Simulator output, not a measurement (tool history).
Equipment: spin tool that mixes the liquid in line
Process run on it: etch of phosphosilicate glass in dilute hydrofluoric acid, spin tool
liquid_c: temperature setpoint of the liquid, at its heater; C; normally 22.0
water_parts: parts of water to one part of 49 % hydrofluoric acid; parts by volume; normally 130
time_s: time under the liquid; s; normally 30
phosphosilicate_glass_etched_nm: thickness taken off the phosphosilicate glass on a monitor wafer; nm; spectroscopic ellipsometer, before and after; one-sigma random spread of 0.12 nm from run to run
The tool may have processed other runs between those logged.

run,hour,liquid_c,water_parts,time_s,"read-back film thickness of the phosphosilicate glass reference wafer, read on the same gauge (nm)",phosphosilicate_glass_etched_nm
1,0.0,22.0,130,30,39.98,19.40
2,25.0,22.0,130,30,40.05,19.13
3,65.9,22.0,130,30,40.04,19.32
4,135.9,22.0,130,30,40.03,19.34
5,170.2,22.0,130,30,40.04,18.96
6,218.1,22.0,130,30,40.01,19.04
7,267.1,22.0,130,30,40.00,19.43
8,331.5,22.0,150,30,39.98,16.29
9,388.4,18.5,130,30,40.05,16.64
10,422.8,18.5,130,30,39.99,16.65
11,483.7,22.0,115,30,39.99,21.76
12,539.6,22.0,115,30,39.98,21.64
13,600.8,22.0,115,30,39.99,22.09
# hour 626.3: gauge calibrated
14,659.8,22.0,130,30,39.98,19.17
15,717.5,22.0,130,30,40.02,18.98
16,767.9,22.0,175,30,40.00,13.45
17,820.0,18.5,90,15,40.02,12.38
# hour 834.1: thermometer replaced
18,885.8,18.0,170,30,39.98,11.80
19,925.0,22.0,75,15,39.99,17.61
20,956.9,24.0,90,20,40.00,20.51
21,1004.8,22.0,165,40,40.00,18.96
# hour 1045.4: hydrofluoric acid flow meter replaced
22,1192.5,20.0,150,30,39.98,15.56
23,1225.4,22.0,160,30,39.97,15.63
24,1269.8,22.0,130,15,40.01,9.90
25,1336.1,18.0,170,30,39.97,12.38
26,1390.5,25.0,160,35,40.00,20.26
27,1435.4,22.0,130,30,39.99,19.97
28,1492.4,19.5,170,35,39.99,15.34

Run by run, hidden condition taken away, random variation retained:
The tool's hidden condition here consists of: liquid colder than its thermometer reads (K); hydrofluoric acid flow below the setpoint (%); gauge reads high (%).
run,phosphosilicate_glass_etched_nm
1,20.06
2,19.79
3,20.00
4,20.05
5,19.67
6,19.78
7,20.20
8,16.97
9,17.34
10,17.36
11,22.71
12,22.60
13,23.11
14,20.08
15,19.91
16,14.14
17,12.99
18,12.43
19,18.51
20,21.58
21,20.04
22,15.69
23,15.77
24,10.00
25,12.51
26,20.51
27,20.22
28,15.56
